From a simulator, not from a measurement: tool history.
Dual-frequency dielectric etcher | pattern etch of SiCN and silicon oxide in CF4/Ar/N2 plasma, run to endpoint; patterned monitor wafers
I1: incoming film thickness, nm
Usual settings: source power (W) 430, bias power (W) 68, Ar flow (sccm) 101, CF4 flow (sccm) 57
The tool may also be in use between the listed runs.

Run 1, hour 0.0: usual settings; I1 11.51. Result: endpoint time (s) 15.1.
Run 2, hour 14.9: usual settings; I1 11.42. Result: endpoint time (s) 15.0.
Run 3, hour 28.1: usual settings; I1 11.44. Result: endpoint time (s) 15.0.
At hour 46.7: Ar flow controller replaced.
Run 4, hour 47.2: usual settings but source power (W) 520, bias power (W) 62, Ar flow (sccm) 82; I1 11.43. Result: endpoint time (s) 13.3.
Run 5, hour 66.0: usual settings but bias power (W) 56; I1 11.45. Result: endpoint time (s) 16.0.
At hour 93.6: upper electrode replaced.
At hour 117.0: wet clean of the chamber.
Run 6, hour 117.5: usual settings but source power (W) 360, bias power (W) 80, Ar flow (sccm) 111; I1 11.58. Result: endpoint time (s) 15.8.
Run 7, hour 117.8: usual settings but bias power (W) 53, Ar flow (sccm) 84; I1 11.54. Result: endpoint time (s) 15.5.
Run 8, hour 118.1: usual settings but bias power (W) 59, CF4 flow (sccm) 53; I1 11.44. Result: endpoint time (s) 15.4.
Run 9, hour 118.4: usual settings but source power (W) 370, Ar flow (sccm) 119; I1 11.49. Result: endpoint time (s) 16.4.
Run 10, hour 125.4: usual settings but source power (W) 480, bias power (W) 75, Ar flow (sccm) 117, CF4 flow (sccm) 62; I1 11.64. Result: endpoint time (s) 13.4.
Run 11, hour 141.1: usual settings; I1 11.47. Result: endpoint time (s) 14.7.
At hour 149.7: bias power generator calibrated.
At hour 152.0: source power generator calibrated.
Run 12, hour 155.4: usual settings; I1 11.52. Result: endpoint time (s) 14.7.
Run 13, hour 169.2: usual settings but source power (W) 350, Ar flow (sccm) 76; I1 11.47. Result: endpoint time (s) 16.2.
Run 14, hour 193.1: usual settings; I1 11.46. Result: endpoint time (s) 14.7.
Run 15, hour 203.9: usual settings; I1 11.52. Result: endpoint time (s) 14.8.
Run 16, hour 228.6: usual settings; I1 11.50. Result: endpoint time (s) 14.8.
Run 17, hour 245.7: usual settings but source power (W) 380, CF4 flow (sccm) 61; I1 11.54. Result: endpoint time (s) 15.9.
Run 18, hour 262.4: usual settings but Ar flow (sccm) 123; I1 11.56. Result: endpoint time (s) 15.4.
Run 19, hour 269.4: usual settings but source power (W) 480, bias power (W) 59, Ar flow (sccm) 91; I1 11.54. Result: endpoint time (s) 14.3.
Run 20, hour 281.6: usual settings but bias power (W) 54, Ar flow (sccm) 80, CF4 flow (sccm) 61; I1 11.51. Result: endpoint time (s) 15.3.
Run 21, hour 299.4: usual settings but source power (W) 350, bias power (W) 74, Ar flow (sccm) 86, CF4 flow (sccm) 48; I1 11.51. Result: endpoint time (s) 16.7.
Run 22, hour 306.8: usual settings; I1 11.55. Result: endpoint time (s) 15.0.
Run 23, hour 320.2: usual settings but source power (W) 380, bias power (W) 59, Ar flow (sccm) 84, CF4 flow (sccm) 53; I1 11.57. Result: endpoint time (s) 16.8.
Run 24, hour 336.3: usual settings but source power (W) 460, CF4 flow (sccm) 68; I1 11.43. Result: endpoint time (s) 13.8.

Hidden state, per run?
source power that arrives over what is set, %: 0 at every run
bias power that arrives over what is set, %: 0 at every run
Ar flow that arrives over what is set, %: 0 at every run
CF4 flow that arrives over what is set, %: 0 at every run
H1: etch rate over this chamber's usual, %
run      H1
  1   -2.94
  2   -3.08
  3   -3.19
  4   -3.37
  5   -3.53
  6  -0.653
  7  -0.656
  8  -0.658
  9  -0.661
 10  -0.724
 11  -0.865
 12  -0.994
 13   -1.12
 14   -1.33
 15   -1.43
 16   -1.65
 17   -1.81
 18   -1.96
 19   -2.02
 20   -2.13
 21   -2.29
 22   -2.36
 23   -2.48
 24   -2.62

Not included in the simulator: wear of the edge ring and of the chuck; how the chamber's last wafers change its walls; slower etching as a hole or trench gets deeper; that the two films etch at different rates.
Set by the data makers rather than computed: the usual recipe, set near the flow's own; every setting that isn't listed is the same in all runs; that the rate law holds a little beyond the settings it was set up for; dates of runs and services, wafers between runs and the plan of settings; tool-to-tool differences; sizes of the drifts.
